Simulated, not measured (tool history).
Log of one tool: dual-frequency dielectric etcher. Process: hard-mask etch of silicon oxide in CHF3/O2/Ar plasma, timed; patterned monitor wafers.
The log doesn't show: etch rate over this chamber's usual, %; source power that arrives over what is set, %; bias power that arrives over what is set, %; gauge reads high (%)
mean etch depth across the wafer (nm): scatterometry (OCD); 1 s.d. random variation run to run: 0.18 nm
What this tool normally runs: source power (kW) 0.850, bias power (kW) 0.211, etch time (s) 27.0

run     day  source power (kW)  bias power (kW)  etch time (s)  wafers since the last listed run  hours since the last wet clean  hours since the last source power generator calibration  hours since the last bias power generator calibration  hours since the last upper electrode change  hours since the gauge calibration  read-back reference wafer on the same gauge, depth_nm  mean etch depth across the wafer (nm)
  1   0.000              0.850            0.181           25.0                                 0                           599.2                                                   3517.6                                                 2489.2                                       3276.2                              150.3                                                   72.6                                   56.6
      5.604  -- wet clean of the chamber
  2   5.958              0.850            0.211           27.0                              1333                             8.5                                                   3660.6                                                 2632.2                                       3419.2                              293.3                                                   72.7                                   63.8
  3   8.146              0.850            0.211           27.0                               588                            61.0                                                   3713.1                                                 2684.7                                       3471.7                              345.8                                                   72.5                                   64.1
  4  10.829              0.850            0.186           30.5                               721                           125.4                                                   3777.5                                                 2749.1                                       3536.1                              410.2                                                   72.5                                   68.8
  5  12.196              0.850            0.186           30.5                               367                           158.2                                                   3810.3                                                 2781.9                                       3568.9                              443.0                                                   72.6                                   68.6
  6  14.504              0.850            0.225           27.0                               620                           213.6                                                   3865.7                                                 2837.3                                       3624.3                              498.4                                                   72.7                                   66.1
  7  16.883              0.850            0.225           27.0                               639                           270.7                                                   3922.8                                                 2894.4                                       3681.4                              555.5                                                   72.6                                   65.8
  8  18.333              0.850            0.225           27.0                               389                           305.5                                                   3957.6                                                 2929.2                                       3716.2                              590.3                                                   72.6                                   66.3
     20.021  -- bias power generator calibrated
  9  20.929              0.850            0.211           27.0                               653                           367.8                                                   4019.9                                                   21.8                                       3778.5                              652.6                                                   72.6                                   64.1
 10  23.067              0.850            0.211           27.0                               574                           419.1                                                   4071.2                                                   73.1                                       3829.8                              703.9                                                   72.6                                   64.8
 11  25.667              0.850            0.211           27.0                               699                           481.5                                                   4133.6                                                  135.5                                       3892.2                              766.3                                                   72.6                                   64.6
 12  27.433              0.850            0.211           28.5                               475                           523.9                                                   4176.0                                                  177.9                                       3934.6                              808.7                                                   72.6                                   68.0
     29.492  -- gauge calibrated
 13  29.612              0.700            0.241           33.0                               585                           576.2                                                   4228.3                                                  230.2                                       3986.9                                2.9                                                   72.6                                   76.3
     31.900  -- upper electrode replaced
 14  32.083              0.850            0.177           35.0                               395                           635.5                                                   4287.6                                                  289.5                                          4.4                               62.2                                                   72.6                                   78.3
 15  34.479              0.740            0.178           24.0                               644                           693.0                                                   4345.1                                                  347.0                                         61.9                              119.7                                                   72.6                                   50.1
     35.638  -- source power generator calibrated
     35.979  -- wet clean of the chamber
 16  36.662              0.850            0.211           27.0                               450                            16.4                                                     24.6                                                  399.4                                        114.3                              172.1                                                   72.6                                   63.7
 17  39.288              0.700            0.159           24.0                               705                            79.4                                                     87.6                                                  462.4                                        177.3                              235.1                                                   72.6                                   45.7
 18  40.396              0.690            0.176           20.5                               298                           106.0                                                    114.2                                                  489.0                                        203.9                              261.7                                                   72.6                                   40.7
 19  45.242              0.730            0.261           27.0                              1303                           222.3                                                    230.5                                                  605.3                                        320.2                              378.0                                                   72.6                                   65.3
 20  46.738              0.770            0.175           29.5                               402                           258.2                                                    266.4                                                  641.2                                        356.1                              413.9                                                   72.6                                   61.7
 21  49.325              0.950            0.229           30.0                               695                           320.3                                                    328.5                                                  703.3                                        418.2                              476.0                                                   72.6                                   77.8
 22  50.688              0.720            0.211           27.0                               366                           353.0                                                    361.2                                                  736.0                                        450.9                              508.7                                                   72.6                                   59.2
 23  53.625              0.760            0.211           27.0                               789                           423.5                                                    431.7                                                  806.5                                        521.4                              579.2                                                   72.6                                   61.0
 24  54.733              0.850            0.211           27.0                               298                           450.1                                                    458.3                                                  833.1                                        548.0                              605.8                                                   72.6                                   64.8

Below are 4 alternative next runs, each starting from the tool's condition after run 24. Predict each:
  A  54.750              0.850            0.211           27.0                                 4                           450.5                                                    458.7                                                  833.5                                        548.4                              606.2                                                      ?                                      ?
  B  54.750              0.850            0.161           35.0                                 4                           450.5                                                    458.7                                                  833.5                                        548.4                              606.2                                                      ?                                      ?
  C  54.750              0.730            0.211           23.5                                 4                           450.5                                                    458.7                                                  833.5                                        548.4                              606.2                                                      ?                                      ?
  D  54.750              0.730            0.211           27.0                                 4                           450.5                                                    458.7                                                  833.5                                        548.4                              606.2                                                      ?                                      ?

run  read-back reference wafer on the same gauge, depth_nm  mean etch depth across the wafer (nm)
  A                                                   72.6                                   64.4
  B                                                   72.6                                   74.8
  C                                                   72.6                                   51.9
  D                                                   72.6                                   59.7
What these runs would have given with no unlogged condition in the tool:
run  mean etch depth across the wafer (nm)
  A                                   63.8
  B                                   74.0
  C                                   51.4
  D                                   59.1

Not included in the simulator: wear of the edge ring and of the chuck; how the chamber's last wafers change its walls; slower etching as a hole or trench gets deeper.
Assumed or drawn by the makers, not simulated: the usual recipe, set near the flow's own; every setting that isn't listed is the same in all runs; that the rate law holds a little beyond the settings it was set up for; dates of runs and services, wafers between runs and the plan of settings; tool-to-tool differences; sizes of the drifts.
